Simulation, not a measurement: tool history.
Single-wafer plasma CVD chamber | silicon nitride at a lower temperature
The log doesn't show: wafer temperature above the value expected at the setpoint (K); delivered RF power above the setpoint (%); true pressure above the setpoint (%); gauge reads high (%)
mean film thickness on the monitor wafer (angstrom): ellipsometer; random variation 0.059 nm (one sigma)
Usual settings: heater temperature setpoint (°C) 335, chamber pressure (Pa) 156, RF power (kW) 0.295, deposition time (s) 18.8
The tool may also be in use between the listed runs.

run	hour	heater temperature setpoint (°C)	chamber pressure (Pa)	RF power (kW)	deposition time (s)	wafers since the last listed run	hours since the last thermocouple change	hours since the last RF generator calibration	hours since the last manometer calibration	hours since the showerhead was replaced	hours since the gauge calibration	read-back reference wafer on the same gauge, thickness_nm	mean film thickness on the monitor wafer (angstrom)
1	0	335	167	0.295	18.8	0	2251.7	844.9	2581.8	3023	267.3	21.603	208.35
2	32.1	335	167	0.295	18.8	601	2283.8	877	2613.9	3055.1	299.4	21.595	207.92
3	48.3	335	167	0.295	18.8	303	2300	893.2	2630.1	3071.3	315.6	21.603	209.2
4	60.6	343	156	0.295	18.8	230	2312.3	905.5	2642.4	3083.6	327.9	21.599	199.95
5	79.8	343	156	0.295	18.8	359	2331.5	924.7	2661.6	3102.8	347.1	21.603	200.87
6	95.2	335	145	0.295	18.8	288	2346.9	940.1	2677	3118.2	362.5	21.588	195.23
# hour 115.8: gauge calibrated
# hour 119.5: thermocouple changed; heater temperature recalibrated
7	120.2	335	145	0.295	18.8	318	0.7	965.1	2702	3143.2	4.4	21.597	193.71
# hour 133: showerhead replaced, of another model than before
# hour 137.7: RF generator calibrated
8	153.3	335	145	0.295	18.8	382	33.8	15.6	2735.1	20.3	37.5	21.598	204.78
9	178.7	335	156	0.295	18.8	475	59.2	41	2760.5	45.7	62.9	21.605	209.62
10	199.5	335	156	0.295	18.8	389	80	61.8	2781.3	66.5	83.7	21.606	209.68
11	220.4	335	135	0.315	18.8	391	100.9	82.7	2802.2	87.4	104.6	21.606	207.76
12	234.6	320	156	0.295	18.8	266	115.1	96.9	2816.4	101.6	118.8	21.603	209.58
# hour 252.4: capacitance manometer re-zeroed and calibrated
13	252.9	335	156	0.295	18.8	193	133.4	115.2	0.5	119.9	137.1	21.599	209.1
14	274.8	335	141	0.295	15.3	410	155.3	137.1	22.4	141.8	159	21.598	162.13

The next listed run, before its measurement:
15	299.3	335	156	0.295	18.8	459	179.8	161.6	46.9	166.3	183.5	?	?

{"run 15": {"read-back reference wafer on the same gauge, thickness_nm": 21.609, "mean film thickness on the monitor wafer (angstrom)": 206.8}}
Without the tool's hidden state the same run would have given mean film thickness on the monitor wafer (angstrom) 212.35.

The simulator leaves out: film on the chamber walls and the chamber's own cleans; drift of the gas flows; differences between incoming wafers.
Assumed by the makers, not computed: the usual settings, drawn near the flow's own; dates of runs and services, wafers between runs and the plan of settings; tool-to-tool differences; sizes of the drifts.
